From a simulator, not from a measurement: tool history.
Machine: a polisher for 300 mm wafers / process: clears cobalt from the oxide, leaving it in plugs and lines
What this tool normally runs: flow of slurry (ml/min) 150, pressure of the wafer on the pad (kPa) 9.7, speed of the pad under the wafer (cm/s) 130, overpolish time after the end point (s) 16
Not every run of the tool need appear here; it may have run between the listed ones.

run,day,flow of slurry (ml/min),pressure of the wafer on the pad (kPa),speed of the pad under the wafer (cm/s),overpolish time after the end point (s),"incoming thickness of the incoming film, nm",time until the end point was called (s),dishing of a wide line in a test structure (Å)
1,0.000,150,9.7,130,16,310.8,68.0,394
2,1.958,150,9.7,104,16,307.5,84.8,354
3,6.325,150,9.7,142,16,311.2,64.8,396
4,9.754,150,9.7,130,16,313.0,71.2,382
5,11.542,150,9.7,130,16,305.5,70.0,383
# day 14.104: worn pad replaced by a new one
# day 14.312: head pressure recalibrated
6,15.504,150,9.7,130,16,308.5,70.3,403
# day 15.621: slurry nozzle cleaned
7,19.562,150,9.7,130,16,304.8,68.0,394
8,21.638,150,11.7,130,8,307.0,57.5,288
9,25.688,150,11.7,130,8,309.5,58.9,282
10,28.996,130,9.7,154,16,313.7,64.1,416
11,32.725,130,9.7,154,16,309.0,61.1,400
# day 35.942: head pressure recalibrated
12,35.983,150,9.7,130,16,310.1,70.8,389
# day 37.400: worn pad replaced by a new one
13,38.050,150,9.7,130,16,311.8,70.9,398
# day 41.158: slurry nozzle cleaned
14,45.450,150,9.7,130,11,305.1,68.3,328
15,48.446,150,9.7,130,16,315.5,71.8,386
16,50.200,150,9.7,130,16,312.7,71.1,402
17,53.829,150,9.7,130,16,309.8,69.9,396
18,57.946,150,9.7,130,16,309.1,71.0,404
# day 59.392: head pressure recalibrated
19,59.842,150,9.7,172,16,308.5,54.5,447
# day 61.075: worn pad replaced by a new one
20,61.525,175,9.7,146,8,315.6,64.7,281
# day 64.021: slurry nozzle cleaned
21,65.900,115,11.7,142,23,309.3,54.8,492
22,68.517,100,9.7,130,16,306.9,71.4,402
23,70.888,150,9.7,130,16,306.3,67.9,395
24,73.962,175,8.3,108,16,315.2,93.7,324
25,77.175,105,9.7,130,16,309.6,76.6,381
26,78.967,150,9.0,162,22,315.4,62.9,477
# day 80.567: head pressure recalibrated
27,81.654,150,9.7,130,20,316.0,75.7,439
# day 82.262: worn pad replaced by a new one, of another model than before
28,86.033,150,9.7,130,16,311.4,79.0,379
# day 88.454: slurry nozzle cleaned
29,89.092,170,11.0,158,21,312.6,54.4,492
30,91.929,190,8.3,130,16,308.6,71.5,397
31,95.446,150,9.7,130,16,316.7,75.1,391
# day 101.883: head pressure recalibrated
# day 106.596: worn pad replaced by a new one
32,107.300,150,9.7,130,16,306.7,75.0,366
33,110.662,150,11.7,130,8,312.2,73.1,251
# day 112.304: slurry nozzle cleaned
34,113.867,190,8.3,130,16,311.4,70.2,391

What if the next run were any one of these 3? Each begins from the tool's condition after run 34:
A,113.888,150,9.7,130,16,309.9,?,?
B,113.888,130,9.7,162,16,309.9,?,?
C,113.888,115,9.7,130,16,309.9,?,?

run,time until the end point was called (s),dishing of a wide line in a test structure (Å)
A,70.1,402
B,63.0,422
C,74.8,389
Had the tool no hidden state, the same runs would have come out as:
run,time until the end point was called (s),dishing of a wide line in a test structure (Å)
A,68.5,406
B,61.4,427
C,72.6,395

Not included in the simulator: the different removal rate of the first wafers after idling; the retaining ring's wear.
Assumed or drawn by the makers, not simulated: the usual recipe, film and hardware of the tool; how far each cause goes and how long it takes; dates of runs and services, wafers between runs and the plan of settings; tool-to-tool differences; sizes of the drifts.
